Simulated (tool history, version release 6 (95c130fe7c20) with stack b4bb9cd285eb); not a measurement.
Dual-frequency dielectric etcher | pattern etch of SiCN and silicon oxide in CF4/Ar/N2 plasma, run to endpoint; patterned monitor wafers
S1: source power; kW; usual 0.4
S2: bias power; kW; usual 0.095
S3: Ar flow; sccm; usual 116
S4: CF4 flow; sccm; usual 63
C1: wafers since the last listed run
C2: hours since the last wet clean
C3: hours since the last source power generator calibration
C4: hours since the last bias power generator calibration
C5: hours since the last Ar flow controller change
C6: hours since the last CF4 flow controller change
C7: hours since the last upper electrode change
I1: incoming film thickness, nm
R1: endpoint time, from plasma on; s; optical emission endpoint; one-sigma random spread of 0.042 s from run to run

run,hour,S1,S2,S3,S4,C1,C2,C3,C4,C5,C6,C7,I1,R1
1,0,0.4,0.095,124,63,0,139.6,2723.9,1998.8,3564.6,5284,1487.5,9.01,10.8
2,37.8,0.4,0.095,116,63,603,177.4,2761.7,2036.6,3602.4,5321.8,1525.3,8.94,10.5
3,123.4,0.4,0.095,116,63,1367,263,2847.3,2122.2,3688,5407.4,1610.9,8.99,10.7
4,225.2,0.4,0.095,116,63,1625,364.8,2949.1,2224,3789.8,5509.2,1712.7,8.94,10.6
5,261.2,0.4,0.095,104,63,574,400.8,2985.1,2260,3825.8,5545.2,1748.7,8.96,10.5
6,299.9,0.4,0.095,104,63,618,439.5,3023.8,2298.7,3864.5,5583.9,1787.4,9.02,10.5
# hour 370.8: wet clean of the chamber
7,371.3,0.4,0.095,116,63,756,0.5,3095.2,2370.1,3935.9,5655.3,1858.8,9.06,10.7
8,435.1,0.4,0.095,116,63,1018,64.3,3159,2433.9,3999.7,5719.1,1922.6,9,10.7
9,527.5,0.4,0.095,116,63,1475,156.7,3251.4,2526.3,4092.1,5811.5,2015,9.02,10.6
10,615.2,0.4,0.095,116,63,1400,244.4,3339.1,2614,4179.8,5899.2,2102.7,8.94,10.6
# hour 747.9: CF4 flow controller replaced
# hour 819.5: source power generator calibrated
11,837.9,0.4,0.095,116,63,3396,467.1,18.4,2836.7,4402.5,90,2325.4,9.05,10.8
# hour 875.5: wet clean of the chamber
# hour 892.4: bias power generator calibrated
# hour 900.1: upper electrode replaced
12,933.2,0.4,0.095,116,63,952,57.7,113.7,40.8,4497.8,185.3,33.1,8.94,10.6
13,1029.7,0.4,0.076,142,63,1541,154.2,210.2,137.3,4594.3,281.8,129.6,9.01,11.7
14,1124.4,0.4,0.095,116,63,1512,248.9,304.9,232,4689,376.5,224.3,9.16,10.8
15,1200,0.4,0.095,116,55,1207,324.5,380.5,307.6,4764.6,452.1,299.9,8.96,11
16,1339.2,0.4,0.105,124,63,2223,463.7,519.7,446.8,4903.8,591.3,439.1,8.98,10.5
17,1430,0.45,0.115,93,63,1450,554.5,610.5,537.6,4994.6,682.1,529.9,9.04,9
# hour 1475.8: wet clean of the chamber
18,1491.7,0.4,0.086,127,68,602,15.9,672.2,599.3,5056.3,743.8,591.6,9.06,11
# hour 1499.7: Ar flow controller replaced
19,1543.6,0.4,0.095,91,72,733,67.8,724.1,651.2,43.9,795.7,643.5,8.95,10
20,1641.4,0.31,0.095,116,63,1561,165.6,821.9,749,141.7,893.5,741.3,8.98,13
21,1694.6,0.43,0.088,116,63,849,218.8,875.1,802.2,194.9,946.7,794.5,9.05,10.4
22,1745,0.36,0.077,116,49,804,269.2,925.5,852.6,245.3,997.1,844.9,9.04,13.1
23,1817.4,0.47,0.108,135,75,1156,341.6,997.9,925,317.7,1069.5,917.3,8.99,8.9
24,1920.7,0.45,0.095,138,49,1649,444.9,1101.2,1028.3,421,1172.8,1020.6,8.9,10.6
25,1979.2,0.4,0.095,116,63,934,503.4,1159.7,1086.8,479.5,1231.3,1079.1,9,10.8

The tool's hidden state at each run:
etch rate over this chamber's usual, %: 0, the same for each run
source power that arrives over what is set, %: 0, the same for each run
bias power that arrives over what is set, %: 0, the same for each run
Ar flow that arrives over what is set, %: 0, the same for each run
CF4 flow that arrives over what is set, %: 0, the same for each run

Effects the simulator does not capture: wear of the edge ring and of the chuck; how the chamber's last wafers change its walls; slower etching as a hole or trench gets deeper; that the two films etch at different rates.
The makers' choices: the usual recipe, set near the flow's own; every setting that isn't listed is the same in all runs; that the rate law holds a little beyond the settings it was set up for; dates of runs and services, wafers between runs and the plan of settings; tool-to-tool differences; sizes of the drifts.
